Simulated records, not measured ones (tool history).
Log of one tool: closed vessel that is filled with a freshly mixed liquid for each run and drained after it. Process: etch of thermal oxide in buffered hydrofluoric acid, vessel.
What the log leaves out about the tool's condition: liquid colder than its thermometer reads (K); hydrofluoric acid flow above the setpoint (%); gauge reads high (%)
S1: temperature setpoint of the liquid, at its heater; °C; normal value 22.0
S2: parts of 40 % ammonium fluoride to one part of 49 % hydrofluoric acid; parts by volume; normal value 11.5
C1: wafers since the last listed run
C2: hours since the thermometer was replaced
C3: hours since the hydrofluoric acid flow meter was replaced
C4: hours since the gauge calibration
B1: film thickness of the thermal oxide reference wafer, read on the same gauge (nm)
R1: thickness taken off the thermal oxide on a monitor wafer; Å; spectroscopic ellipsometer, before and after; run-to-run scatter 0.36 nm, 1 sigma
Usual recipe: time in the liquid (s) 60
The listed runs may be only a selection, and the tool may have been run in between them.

run 1 day=0.000 | S1=22.0 S2=11.5 time_in_the_liquid_(s)=60 | C1=0 C2=1689.3 C3=731.2 C4=1580.3 | B1=110.04 | R1=579.7
run 2 day=2.579 | S1=22.0 S2=11.5 time_in_the_liquid_(s)=60 | C1=7601 C2=1751.2 C3=793.1 C4=1642.2 | B1=109.99 | R1=577.8
run 3 day=3.621 | S1=22.0 S2=11.5 time_in_the_liquid_(s)=60 | C1=3070 C2=1776.2 C3=818.1 C4=1667.2 | B1=109.95 | R1=584.4
run 4 day=5.612 | S1=22.0 S2=11.5 time_in_the_liquid_(s)=60 | C1=5870 C2=1824.0 C3=865.9 C4=1715.0 | B1=110.03 | R1=584.9
run 5 day=8.250 | S1=22.0 S2=8.5 time_in_the_liquid_(s)=60 | C1=7773 C2=1887.3 C3=929.2 C4=1778.3 | B1=110.02 | R1=780.6
run 6 day=10.971 | S1=22.0 S2=8.5 time_in_the_liquid_(s)=60 | C1=8019 C2=1952.6 C3=994.5 C4=1843.6 | B1=109.99 | R1=767.9
-- day=11.608 thermometer replaced
run 7 day=13.667 | S1=22.0 S2=11.5 time_in_the_liquid_(s)=80 | C1=7822 C2=49.4 C3=1059.2 C4=1908.3 | B1=109.96 | R1=791.6
run 8 day=15.212 | S1=22.0 S2=11.5 time_in_the_liquid_(s)=80 | C1=4556 C2=86.5 C3=1096.3 C4=1945.4 | B1=109.98 | R1=796.8
run 9 day=16.862 | S1=21.0 S2=8.0 time_in_the_liquid_(s)=60 | C1=4863 C2=126.1 C3=1135.9 C4=1985.0 | B1=110.00 | R1=787.2
run 10 day=19.512 | S1=22.0 S2=11.5 time_in_the_liquid_(s)=60 | C1=7810 C2=189.7 C3=1199.5 C4=2048.6 | B1=110.00 | R1=597.5
run 11 day=22.175 | S1=22.0 S2=9.5 time_in_the_liquid_(s)=90 | C1=7847 C2=253.6 C3=1263.4 C4=2112.5 | B1=110.03 | R1=1039.6
run 12 day=23.717 | S1=17.5 S2=11.5 time_in_the_liquid_(s)=60 | C1=4543 C2=290.6 C3=1300.4 C4=2149.5 | B1=110.00 | R1=472.7
-- day=24.329 hydrofluoric acid flow meter replaced
run 13 day=30.642 | S1=22.0 S2=7.5 time_in_the_liquid_(s)=85 | C1=20287 C2=456.8 C3=151.5 C4=2315.7 | B1=110.00 | R1=1193.0
run 14 day=33.375 | S1=22.0 S2=11.5 time_in_the_liquid_(s)=45 | C1=8056 C2=522.4 C3=217.1 C4=2381.3 | B1=109.95 | R1=418.4
run 15 day=35.442 | S1=22.0 S2=9.0 time_in_the_liquid_(s)=30 | C1=6091 C2=572.0 C3=266.7 C4=2430.9 | B1=109.97 | R1=344.5
-- day=36.900 gauge calibrated
run 16 day=37.388 | S1=18.5 S2=7.5 time_in_the_liquid_(s)=80 | C1=5735 C2=618.7 C3=313.4 C4=11.7 | B1=109.98 | R1=927.4
run 17 day=38.979 | S1=19.5 S2=9.5 time_in_the_liquid_(s)=80 | C1=4691 C2=656.9 C3=351.6 C4=49.9 | B1=110.06 | R1=779.7
run 18 day=41.371 | S1=22.0 S2=11.5 time_in_the_liquid_(s)=60 | C1=7049 C2=714.3 C3=409.0 C4=107.3 | B1=110.04 | R1=570.7
run 19 day=43.096 | S1=18.5 S2=11.5 time_in_the_liquid_(s)=60 | C1=5084 C2=755.7 C3=450.4 C4=148.7 | B1=109.98 | R1=469.5
run 20 day=45.500 | S1=25.5 S2=11.5 time_in_the_liquid_(s)=60 | C1=7086 C2=813.4 C3=508.1 C4=206.4 | B1=109.98 | R1=697.3
run 21 day=47.829 | S1=18.5 S2=13.5 time_in_the_liquid_(s)=85 | C1=6864 C2=869.3 C3=564.0 C4=262.3 | B1=109.98 | R1=571.9
run 22 day=50.450 | S1=22.0 S2=9.5 time_in_the_liquid_(s)=60 | C1=7724 C2=932.2 C3=626.9 C4=325.2 | B1=110.04 | R1=671.4
run 23 day=51.525 | S1=22.0 S2=11.5 time_in_the_liquid_(s)=60 | C1=3168 C2=958.0 C3=652.7 C4=351.0 | B1=110.06 | R1=582.3
run 24 day=52.821 | S1=22.0 S2=11.5 time_in_the_liquid_(s)=60 | C1=3819 C2=989.1 C3=683.8 C4=382.1 | B1=110.00 | R1=576.9
run 25 day=55.008 | S1=22.0 S2=9.5 time_in_the_liquid_(s)=90 | C1=6447 C2=1041.6 C3=736.3 C4=434.6 | B1=109.98 | R1=1024.2
run 26 day=57.992 | S1=22.0 S2=11.5 time_in_the_liquid_(s)=60 | C1=8793 C2=1113.2 C3=807.9 C4=506.2 | B1=110.01 | R1=592.9
run 27 day=61.296 | S1=19.5 S2=14.0 time_in_the_liquid_(s)=45 | C1=9738 C2=1192.5 C3=887.2 C4=585.5 | B1=109.97 | R1=316.6
run 28 day=63.775 | S1=19.5 S2=7.0 time_in_the_liquid_(s)=60 | C1=7307 C2=1252.0 C3=946.7 C4=645.0 | B1=110.00 | R1=813.8
run 29 day=65.788 | S1=22.0 S2=9.5 time_in_the_liquid_(s)=60 | C1=5931 C2=1300.3 C3=995.0 C4=693.3 | B1=109.97 | R1=690.3
run 30 day=68.329 | S1=19.5 S2=10.5 time_in_the_liquid_(s)=30 | C1=7491 C2=1361.3 C3=1056.0 C4=754.3 | B1=110.04 | R1=280.1
run 31 day=70.108 | S1=25.0 S2=9.5 time_in_the_liquid_(s)=90 | C1=5243 C2=1404.0 C3=1098.7 C4=797.0 | B1=109.96 | R1=1209.5
run 32 day=72.862 | S1=17.0 S2=15.0 time_in_the_liquid_(s)=45 | C1=8117 C2=1470.1 C3=1164.8 C4=863.1 | B1=110.00 | R1=258.0

Hidden state or all else? Some run-to-run changes of R1, split into what the settings, what came in and random variation would give without the hidden state, and what is left for the hidden state (with any gauge scatter that isn't in both results):
Run 11 -> 12: S1 22.0 -> 17.5, S2 9.5 -> 11.5, time in the liquid (s) 90 -> 60. R1 -566.9 Å: hidden state -25.4, all else -541.5.
Run 13 -> 14: S2 7.5 -> 11.5, time in the liquid (s) 85 -> 45. R1 -774.6 Å: hidden state -11.6, all else -763.0.
Run 30 -> 31: S1 19.5 -> 25.0, S2 10.5 -> 9.5, time in the liquid (s) 30 -> 90. R1 +929.4 Å: hidden state +44.5, all else +884.9.
Run 31 -> 32: S1 25.0 -> 17.0, S2 9.5 -> 15.0, time in the liquid (s) 90 -> 45. R1 -951.5 Å: hidden state -42.6, all else -908.9.
